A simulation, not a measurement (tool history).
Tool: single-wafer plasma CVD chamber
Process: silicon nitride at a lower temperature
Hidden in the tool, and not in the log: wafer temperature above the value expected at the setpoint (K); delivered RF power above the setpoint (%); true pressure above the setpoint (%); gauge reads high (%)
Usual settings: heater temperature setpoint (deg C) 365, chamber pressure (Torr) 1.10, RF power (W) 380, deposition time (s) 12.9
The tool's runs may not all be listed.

run    hour  heater temperature setpoint (deg C)  chamber pressure (Torr)  RF power (W)  deposition time (s)  wafers since the last listed run  hours since the last thermocouple change  hours since the last RF generator calibration  hours since the last manometer calibration  hours since the showerhead was replaced  hours since the gauge calibration  read-back reference wafer on the same gauge, thickness_nm  mean film thickness on the monitor wafer (angstrom)
  1     0.0                                  365                     1.10           380                 12.9                                 0                                    1809.8                                          650.0                                       545.3                                   7859.6                              819.4                                                     16.257                                               150.14
  2    39.2                                  365                     1.10           380                 12.9                               955                                    1849.0                                          689.2                                       584.5                                   7898.8                              858.6                                                     16.261                                               150.17
  3    80.7                                  365                     1.10           380                 12.9                              1011                                    1890.5                                          730.7                                       626.0                                   7940.3                              900.1                                                     16.266                                               150.01
  4   112.2                                  365                     1.10           380                 12.9                               768                                    1922.0                                          762.2                                       657.5                                   7971.8                              931.6                                                     16.278                                               150.01
  5   159.4                                  365                     1.10           380                 12.9                              1150                                    1969.2                                          809.4                                       704.7                                   8019.0                              978.8                                                     16.274                                               150.31
  6   220.2                                  365                     1.10           380                 12.9                              1482                                    2030.0                                          870.2                                       765.5                                   8079.8                             1039.6                                                     16.286                                               150.33
  7   283.4                                  365                     1.10           380                 12.9                              1540                                    2093.2                                          933.4                                       828.7                                   8143.0                             1102.8                                                     16.281                                               150.47
  8   345.9                                  365                     1.17           380                 12.9                              1523                                    2155.7                                          995.9                                       891.2                                   8205.5                             1165.3                                                     16.284                                               152.09
  9   390.0                                  365                     1.10           380                 12.9                              1075                                    2199.8                                         1040.0                                       935.3                                   8249.6                             1209.4                                                     16.287                                               149.86
 10   424.0                                  365                     1.10           380                 12.9                               828                                    2233.8                                         1074.0                                       969.3                                   8283.6                             1243.4                                                     16.301                                               150.17
 11   453.1                                  365                     1.10           380                 12.9                               709                                    2262.9                                         1103.1                                       998.4                                   8312.7                             1272.5                                                     16.292                                               150.67
 12   502.0                                  365                     1.10           325                 12.9                              1192                                    2311.8                                         1152.0                                      1047.3                                   8361.6                             1321.4                                                     16.289                                               139.36
      536.3  -- thermocouple changed; heater temperature recalibrated
      556.6  -- RF generator calibrated
 13   566.9                                  365                     1.10           325                 12.9                              1192                                      30.6                                           10.3                                      1112.2                                   8426.5                             1386.3                                                     16.303                                               139.55
 14   625.9                                  365                     1.10           380                 12.9                              1438                                      89.6                                           69.3                                      1171.2                                   8485.5                             1445.3                                                     16.309                                               150.13
 15   666.6                                  365                     1.21           380                 12.9                               992                                     130.3                                          110.0                                      1211.9                                   8526.2                             1486.0                                                     16.298                                               154.60
 16   723.0                                  350                     1.29           425                 14.9                              1375                                     186.7                                          166.4                                      1268.3                                   8582.6                             1542.4                                                     16.320                                               191.99
 17   766.2                                  365                     1.10           340                 12.9                              1053                                     229.9                                          209.6                                      1311.5                                   8625.8                             1585.6                                                     16.315                                               142.41
      789.2  -- showerhead replaced
      839.6  -- gauge calibrated
      957.1  -- capacitance manometer re-zeroed and calibrated
 18   971.5                                  365                     1.10           380                 12.9                              4615                                     435.2                                          414.9                                        14.4                                    182.3                              131.9                                                     16.068                                               147.86
 19  1002.0                                  365                     1.10           380                 12.9                               743                                     465.7                                          445.4                                        44.9                                    212.8                              162.4                                                     16.081                                               148.99
 20  1040.5                                  365                     0.99           380                 12.9                               938                                     504.2                                          483.9                                        83.4                                    251.3                              200.9                                                     16.083                                               144.52
 21  1082.7                                  370                     1.10           380                 14.1                              1028                                     546.4                                          526.1                                       125.6                                    293.5                              243.1                                                     16.106                                               162.04
 22  1139.6                                  371                     1.10           380                 12.9                              1387                                     603.3                                          583.0                                       182.5                                    350.4                              300.0                                                     16.121                                               148.42
 23  1191.7                                  365                     0.84           380                 15.3                              1270                                     655.4                                          635.1                                       234.6                                    402.5                              352.1                                                     16.148                                               164.49
 24  1260.1                                  365                     1.10           430                 13.7                              1667                                     723.8                                          703.5                                       303.0                                    470.9                              420.5                                                     16.152                                               168.03
 25  1327.1                                  365                     1.10           380                 12.9                              1633                                     790.8                                          770.5                                       370.0                                    537.9                              487.5                                                     16.180                                               149.21
 26  1361.1                                  352                     1.10           345                 11.2                               828                                     824.8                                          804.5                                       404.0                                    571.9                              521.5                                                     16.184                                               124.17
 27  1399.3                                  365                     0.95           380                 11.9                               931                                     863.0                                          842.7                                       442.2                                    610.1                              559.7                                                     16.191                                               132.31
 28  1462.5                                  379                     1.29           320                 10.6                              1540                                     926.2                                          905.9                                       505.4                                    673.3                              622.9                                                     16.204                                               117.30

The same runs without the tool's hidden state, with the same run-to-run variation:
run  mean film thickness on the monitor wafer (angstrom)
  1                                               147.78
  2                                               147.76
  3                                               147.56
  4                                               147.54
  5                                               147.79
  6                                               147.76
  7                                               147.86
  8                                               149.42
  9                                               147.20
 10                                               147.48
 11                                               147.96
 12                                               136.84
 13                                               136.99
 14                                               147.36
 15                                               151.74
 16                                               188.41
 17                                               139.74
 18                                               147.26
 19                                               148.28
 20                                               143.70
 21                                               160.96
 22                                               147.26
 23                                               163.06
 24                                               166.38
 25                                               147.60
 26                                               122.77
 27                                               130.76
 28                                               115.84
